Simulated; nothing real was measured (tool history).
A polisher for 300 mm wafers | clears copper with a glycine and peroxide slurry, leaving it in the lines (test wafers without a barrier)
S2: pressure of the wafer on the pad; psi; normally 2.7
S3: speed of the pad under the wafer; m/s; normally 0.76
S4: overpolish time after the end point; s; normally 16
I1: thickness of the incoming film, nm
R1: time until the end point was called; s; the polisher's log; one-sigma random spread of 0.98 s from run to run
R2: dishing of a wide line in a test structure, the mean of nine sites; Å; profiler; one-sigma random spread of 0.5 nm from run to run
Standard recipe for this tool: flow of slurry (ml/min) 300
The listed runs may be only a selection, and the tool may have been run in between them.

Run 1, hour 0.0: usual settings but S4 10 s; I1 428.7. Result: R1 104.7 s, R2 300 Å.
Run 2, hour 25.1: usual settings but S4 10 s; I1 425.6. Result: R1 102.3 s, R2 296 Å.
Run 3, hour 60.8: usual settings; I1 421.9. Result: R1 102.2 s, R2 439 Å.
At hour 90.9: worn pad replaced by a new one.
Run 4, hour 91.4: usual settings but S2 3.1 psi, S4 13 s; I1 411.5. Result: R1 92.4 s, R2 404 Å.
Run 5, hour 138.6: usual settings but flow of slurry (ml/min) 275, S3 0.56 m/s; I1 419.2. Result: R1 129.0 s, R2 366 Å.
Run 6, hour 154.6: usual settings but flow of slurry (ml/min) 275, S3 0.56 m/s; I1 428.4. Result: R1 132.1 s, R2 363 Å.
Run 7, hour 170.6: usual settings; I1 418.3. Result: R1 103.0 s, R2 433 Å.
At hour 180.1: slurry nozzle cleaned.
Run 8, hour 189.2: usual settings; I1 421.0. Result: R1 102.3 s, R2 430 Å.
Run 9, hour 216.5: usual settings; I1 416.4. Result: R1 103.0 s, R2 435 Å.
Run 10, hour 229.9: usual settings but S4 14 s; I1 420.0. Result: R1 101.8 s, R2 383 Å.
At hour 246.6: worn pad replaced by a new one.
Run 11, hour 251.1: usual settings but S4 14 s; I1 424.3. Result: R1 105.0 s, R2 394 Å.
Run 12, hour 273.8: usual settings; I1 417.6. Result: R1 102.8 s, R2 436 Å.
Run 13, hour 292.4: usual settings; I1 427.4. Result: R1 103.9 s, R2 432 Å.
Run 14, hour 384.5: usual settings; I1 419.5. Result: R1 103.0 s, R2 426 Å.
At hour 391.5: worn pad replaced by a new one.
Run 15, hour 410.0: usual settings; I1 412.5. Result: R1 101.2 s, R2 435 Å.
Run 16, hour 435.1: usual settings; I1 426.7. Result: R1 103.8 s, R2 434 Å.
Run 17, hour 452.0: usual settings; I1 422.1. Result: R1 105.5 s, R2 428 Å.
Run 18, hour 475.9: usual settings but flow of slurry (ml/min) 200, S2 2.9 psi, S3 0.98 m/s, S4 19 s; I1 420.1. Result: R1 82.9 s, R2 561 Å.
At hour 500.7: slurry nozzle cleaned.
At hour 504.8: head pressure recalibrated.
Run 19, hour 505.2: usual settings but S2 2.1 psi, S3 0.56 m/s; I1 416.4. Result: R1 137.7 s, R2 352 Å.
Run 20, hour 518.6: usual settings; I1 424.2. Result: R1 96.5 s, R2 466 Å.
Run 21, hour 554.3: usual settings but S3 0.56 m/s, S4 22 s; I1 413.1. Result: R1 113.6 s, R2 497 Å.
At hour 560.7: worn pad replaced by a new one.
Run 22, hour 567.3: usual settings but flow of slurry (ml/min) 355, S4 20 s; I1 423.8. Result: R1 94.4 s, R2 560 Å.
Run 23, hour 593.8: usual settings; I1 420.2. Result: R1 94.2 s, R2 452 Å.
Run 24, hour 624.5: usual settings but S3 0.90 m/s; I1 425.7. Result: R1 84.7 s, R2 505 Å.
Run 25, hour 649.7: usual settings; I1 428.3. Result: R1 96.7 s, R2 456 Å.
Run 26, hour 666.3: usual settings but flow of slurry (ml/min) 250; I1 424.7. Result: R1 96.7 s, R2 453 Å.
Run 27, hour 692.2: usual settings; I1 426.2. Result: R1 97.4 s, R2 460 Å.
Run 28, hour 717.9: usual settings but S3 1.00 m/s, S4 13 s; I1 424.5. Result: R1 78.7 s, R2 453 Å.
At hour 741.9: worn pad replaced by a new one.
Run 29, hour 742.4: usual settings but flow of slurry (ml/min) 235; I1 423.9. Result: R1 103.4 s, R2 448 Å.
Run 30, hour 756.8: usual settings but S4 22 s; I1 419.9. Result: R1 97.2 s, R2 576 Å.
Run 31, hour 788.4: usual settings but flow of slurry (ml/min) 260, S2 2.2 psi, S3 0.56 m/s; I1 417.6. Result: R1 142.2 s, R2 337 Å.

List, for all runs, the conditions of the tool that the log does not record:
removal rate lost through wear of the pad, %: 0 at every run
slurry flow missing at the pad, %: 0 at every run
H1: deviation of the head's pressure from its setpoint, %
run      H1
  1   -11.3
  2   -11.4
  3   -11.6
  4   -11.8
  5     -12
  6   -12.1
  7   -12.1
  8   -12.2
  9   -12.3
 10   -12.4
 11   -12.4
 12   -12.5
 13   -12.5
 14   -12.8
 15   -12.8
 16   -12.9
 17   -12.9
 18     -13
 19   0.501
 20  0.0295
 21   -1.14
 22   -1.54
 23   -2.31
 24   -3.13
 25   -3.75
 26   -4.13
 27    -4.7
 28   -5.22
 29   -5.68
 30   -5.94
 31   -6.47

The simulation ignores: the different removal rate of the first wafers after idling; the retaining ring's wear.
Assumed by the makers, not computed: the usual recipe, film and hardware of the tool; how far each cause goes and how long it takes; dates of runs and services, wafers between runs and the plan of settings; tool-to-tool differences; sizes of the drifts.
